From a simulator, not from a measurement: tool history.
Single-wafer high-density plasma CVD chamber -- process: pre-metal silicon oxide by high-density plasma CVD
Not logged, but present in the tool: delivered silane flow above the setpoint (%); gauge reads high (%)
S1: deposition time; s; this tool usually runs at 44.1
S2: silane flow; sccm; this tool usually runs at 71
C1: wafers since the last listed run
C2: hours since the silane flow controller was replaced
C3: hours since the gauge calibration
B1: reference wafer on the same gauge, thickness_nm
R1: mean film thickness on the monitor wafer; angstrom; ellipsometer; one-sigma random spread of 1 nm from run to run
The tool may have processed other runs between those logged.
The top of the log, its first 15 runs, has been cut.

run   hour    S1  S2   C1      C2     C3       B1       R1
 16  351.7  44.1  71  631  3260.9  464.9  369.996  3615.72
 17  387.0  44.1  66  648  3296.2  500.2  369.959  3378.54
     388.3  -- gauge calibrated
 18  402.3  44.1  71  280  3311.5   14.0  370.064  3640.38
     428.3  -- silane flow controller replaced
 19  428.8  46.5  78  339     0.5   40.5  370.242  4025.18
 20  437.6  36.9  66  161     9.3   49.3  369.914  2723.05
 21  450.4  44.1  85  234    22.1   62.1  369.841  4164.69
 22  482.1  51.3  77  581    53.8   93.8  369.855  4406.31
 23  497.0  44.1  82  273    68.7  108.7  370.051  4033.39
 24  533.0  44.1  71  660   104.7  144.7  370.016  3488.45
 25  549.1  47.7  61  295   120.8  160.8  370.154  3219.31
 26  581.9  44.1  78  602   153.6  193.6  370.008  3821.25
 27  613.9  44.1  71  587   185.6  225.6  370.326  3505.40
 28  628.6  38.8  64  269   200.3  240.3  370.040  2741.90
 29  662.5  44.1  71  622   234.2  274.2  370.055  3469.83
 30  695.8  44.1  71  611   267.5  307.5  369.693  3473.07
 31  709.9  52.1  71  258   281.6  321.6  369.862  4112.17
 32  744.8  40.3  67  640   316.5  356.5  370.277  3012.18
 33  764.6  38.2  66  363   336.3  376.3  370.006  2814.51
 34  794.8  51.6  83  554   366.5  406.5  369.912  4781.59
 35  826.3  52.1  78  578   398.0  438.0  369.790  4536.46
 36  854.8  35.5  83  523   426.5  466.5  370.084  3285.06
 37  873.1  51.8  71  335   444.8  484.8  369.554  4082.92

4 options for the next run, each taken on its own from the tool as it stands now. Forecast them:
  A  873.5  44.1  77   7  445.2  485.2   ?   ?
  B  873.5  41.9  71   7  445.2  485.2   ?   ?
  C  873.5  40.9  81   7  445.2  485.2   ?   ?
  D  873.5  51.0  76   7  445.2  485.2   ?   ?

run       B1       R1
  A  369.995  3778.22
  B  369.995  3310.02
  C  369.995  3686.09
  D  369.995  4312.62
Without the tool's unlogged condition, the same runs would have read:
run       R1
  A  3743.49
  B  3279.60
  C  3652.21
  D  4272.99
